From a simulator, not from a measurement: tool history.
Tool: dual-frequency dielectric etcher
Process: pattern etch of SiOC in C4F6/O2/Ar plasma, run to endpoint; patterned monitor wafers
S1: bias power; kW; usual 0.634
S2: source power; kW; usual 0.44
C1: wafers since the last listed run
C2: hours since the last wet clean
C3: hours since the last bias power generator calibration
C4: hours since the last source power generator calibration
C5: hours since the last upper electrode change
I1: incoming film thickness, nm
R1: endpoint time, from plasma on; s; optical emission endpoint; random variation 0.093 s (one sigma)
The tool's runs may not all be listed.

{"run": 1, "hour": 0.0, "S1": 0.634, "S2": 0.44, "C1": 0, "C2": 300.8, "C3": 1714.4, "C4": 1361.1, "C5": 3127.5, "I1": 44.68, "R1": 12}
{"hour": 64.4, "done": "bias power generator calibrated"}
{"run": 2, "hour": 64.9, "S1": 0.634, "S2": 0.44, "C1": 716, "C2": 365.7, "C3": 0.5, "C4": 1426, "C5": 3192.4, "I1": 44.73, "R1": 12.3}
{"run": 3, "hour": 132.9, "S1": 0.634, "S2": 0.44, "C1": 800, "C2": 433.7, "C3": 68.5, "C4": 1494, "C5": 3260.4, "I1": 43.99, "R1": 12.2}
{"run": 4, "hour": 221.7, "S1": 0.509, "S2": 0.44, "C1": 1044, "C2": 522.5, "C3": 157.3, "C4": 1582.8, "C5": 3349.2, "I1": 44.56, "R1": 14.3}
{"run": 5, "hour": 297.3, "S1": 0.509, "S2": 0.44, "C1": 889, "C2": 598.1, "C3": 232.9, "C4": 1658.4, "C5": 3424.8, "I1": 44.25, "R1": 14.1}
{"run": 6, "hour": 365.0, "S1": 0.634, "S2": 0.44, "C1": 796, "C2": 665.8, "C3": 300.6, "C4": 1726.1, "C5": 3492.5, "I1": 44.72, "R1": 12.2}
{"run": 7, "hour": 425.6, "S1": 0.634, "S2": 0.44, "C1": 712, "C2": 726.4, "C3": 361.2, "C4": 1786.7, "C5": 3553.1, "I1": 44.51, "R1": 12.3}
{"hour": 459.1, "done": "wet clean of the chamber"}
{"run": 8, "hour": 517.1, "S1": 0.634, "S2": 0.44, "C1": 794, "C2": 58, "C3": 452.7, "C4": 1878.2, "C5": 3644.6, "I1": 44.52, "R1": 12.4}
{"run": 9, "hour": 609.2, "S1": 0.634, "S2": 0.49, "C1": 1083, "C2": 150.1, "C3": 544.8, "C4": 1970.3, "C5": 3736.7, "I1": 44.46, "R1": 11.7}
{"run": 10, "hour": 663.0, "S1": 0.634, "S2": 0.49, "C1": 632, "C2": 203.9, "C3": 598.6, "C4": 2024.1, "C5": 3790.5, "I1": 44.69, "R1": 11.9}
{"run": 11, "hour": 702.5, "S1": 0.634, "S2": 0.49, "C1": 464, "C2": 243.4, "C3": 638.1, "C4": 2063.6, "C5": 3830, "I1": 44.49, "R1": 11.9}
{"run": 12, "hour": 801.5, "S1": 0.634, "S2": 0.53, "C1": 1164, "C2": 342.4, "C3": 737.1, "C4": 2162.6, "C5": 3929, "I1": 45.04, "R1": 11.7}
{"run": 13, "hour": 840.6, "S1": 0.634, "S2": 0.44, "C1": 460, "C2": 381.5, "C3": 776.2, "C4": 2201.7, "C5": 3968.1, "I1": 44.93, "R1": 12.4}
{"hour": 866.5, "done": "upper electrode replaced"}
{"run": 14, "hour": 895.5, "S1": 0.634, "S2": 0.44, "C1": 363, "C2": 436.4, "C3": 831.1, "C4": 2256.6, "C5": 29, "I1": 44.53, "R1": 12.4}
{"hour": 918.6, "done": "source power generator calibrated"}
{"run": 15, "hour": 980.1, "S1": 0.577, "S2": 0.38, "C1": 948, "C2": 521, "C3": 915.7, "C4": 61.5, "C5": 113.6, "I1": 44.75, "R1": 13.6}
{"run": 16, "hour": 1023.3, "S1": 0.771, "S2": 0.53, "C1": 508, "C2": 564.2, "C3": 958.9, "C4": 104.7, "C5": 156.8, "I1": 44.59, "R1": 10.1}
{"run": 17, "hour": 1124.1, "S1": 0.542, "S2": 0.44, "C1": 1185, "C2": 665, "C3": 1059.7, "C4": 205.5, "C5": 257.6, "I1": 44.62, "R1": 13.6}
{"hour": 1205.4, "done": "wet clean of the chamber"}
{"run": 18, "hour": 1211.5, "S1": 0.503, "S2": 0.49, "C1": 745, "C2": 6.1, "C3": 1147.1, "C4": 292.9, "C5": 345, "I1": 44.17, "R1": 13.7}
{"run": 19, "hour": 1251.5, "S1": 0.78, "S2": 0.49, "C1": 470, "C2": 46.1, "C3": 1187.1, "C4": 332.9, "C5": 385, "I1": 44.48, "R1": 10.4}
{"run": 20, "hour": 1303.4, "S1": 0.634, "S2": 0.44, "C1": 610, "C2": 98, "C3": 1239, "C4": 384.8, "C5": 436.9, "I1": 44.92, "R1": 12.4}
{"run": 21, "hour": 1357.4, "S1": 0.634, "S2": 0.44, "C1": 635, "C2": 152, "C3": 1293, "C4": 438.8, "C5": 490.9, "I1": 44.59, "R1": 12.2}
{"run": 22, "hour": 1499.8, "S1": 0.707, "S2": 0.44, "C1": 1675, "C2": 294.4, "C3": 1435.4, "C4": 581.2, "C5": 633.3, "I1": 44.72, "R1": 11.4}
{"run": 23, "hour": 1600.8, "S1": 0.634, "S2": 0.44, "C1": 1188, "C2": 395.4, "C3": 1536.4, "C4": 682.2, "C5": 734.3, "I1": 44.8, "R1": 12.1}
{"run": 24, "hour": 1641.2, "S1": 0.634, "S2": 0.44, "C1": 475, "C2": 435.8, "C3": 1576.8, "C4": 722.6, "C5": 774.7, "I1": 44.21, "R1": 12}
{"hour": 1849.6, "done": "wet clean of the chamber"}
{"run": 25, "hour": 1883.4, "S1": 0.524, "S2": 0.47, "C1": 2567, "C2": 33.8, "C3": 1819, "C4": 964.8, "C5": 1016.9, "I1": 44.98, "R1": 13.4}
{"hour": 1917.6, "done": "bias power generator calibrated"}
{"run": 26, "hour": 1973.4, "S1": 0.703, "S2": 0.44, "C1": 1011, "C2": 123.8, "C3": 55.8, "C4": 1054.8, "C5": 1106.9, "I1": 44.68, "R1": 11.7}
{"run": 27, "hour": 2035.9, "S1": 0.532, "S2": 0.41, "C1": 735, "C2": 186.3, "C3": 118.3, "C4": 1117.3, "C5": 1169.4, "I1": 44.83, "R1": 14.2}
{"run": 28, "hour": 2140.0, "S1": 0.634, "S2": 0.44, "C1": 1224, "C2": 290.4, "C3": 222.4, "C4": 1221.4, "C5": 1273.5, "I1": 44.55, "R1": 12.3}
{"run": 29, "hour": 2195.6, "S1": 0.634, "S2": 0.44, "C1": 654, "C2": 346, "C3": 278, "C4": 1277, "C5": 1329.1, "I1": 44.31, "R1": 12.3}
{"run": 30, "hour": 2254.5, "S1": 0.51, "S2": 0.38, "C1": 692, "C2": 404.9, "C3": 336.9, "C4": 1335.9, "C5": 1388, "I1": 44.55, "R1": 14.9}
{"run": 31, "hour": 2342.9, "S1": 0.634, "S2": 0.44, "C1": 1040, "C2": 493.3, "C3": 425.3, "C4": 1424.3, "C5": 1476.4, "I1": 44.76, "R1": 12.3}
{"run": 32, "hour": 2394.8, "S1": 0.634, "S2": 0.54, "C1": 610, "C2": 545.2, "C3": 477.2, "C4": 1476.2, "C5": 1528.3, "I1": 44.13, "R1": 11.2}
{"run": 33, "hour": 2497.0, "S1": 0.541, "S2": 0.53, "C1": 1202, "C2": 647.4, "C3": 579.4, "C4": 1578.4, "C5": 1630.5, "I1": 44.72, "R1": 12.9}
{"run": 34, "hour": 2544.3, "S1": 0.56, "S2": 0.44, "C1": 556, "C2": 694.7, "C3": 626.7, "C4": 1625.7, "C5": 1677.8, "I1": 44.59, "R1": 13.3}
{"hour": 2584.9, "done": "wet clean of the chamber"}
{"run": 35, "hour": 2635.4, "S1": 0.759, "S2": 0.44, "C1": 789, "C2": 50.5, "C3": 717.8, "C4": 1716.8, "C5": 1768.9, "I1": 45.12, "R1": 11.3}
{"run": 36, "hour": 2704.9, "S1": 0.741, "S2": 0.53, "C1": 817, "C2": 120, "C3": 787.3, "C4": 1786.3, "C5": 1838.4, "I1": 44.77, "R1": 10.5}

Forecast each of these 3 alternatives for the next run:
{"run": "A", "hour": 2705.3, "S1": 0.634, "S2": 0.51, "C1": 4, "C2": 120.4, "C3": 787.7, "C4": 1786.7, "C5": 1838.8, "I1": 44.14, "R1": "?"}
{"run": "B", "hour": 2705.3, "S1": 0.686, "S2": 0.33, "C1": 4, "C2": 120.4, "C3": 787.7, "C4": 1786.7, "C5": 1838.8, "I1": 44.14, "R1": "?"}
{"run": "C", "hour": 2705.3, "S1": 0.727, "S2": 0.54, "C1": 4, "C2": 120.4, "C3": 787.7, "C4": 1786.7, "C5": 1838.8, "I1": 44.14, "R1": "?"}

run=A R1=11.5
run=B R1=12.7
run=C R1=10.4
Without the tool's hidden state the same runs would have given:
run=A R1=11.6
run=B R1=12.9
run=C R1=10.5
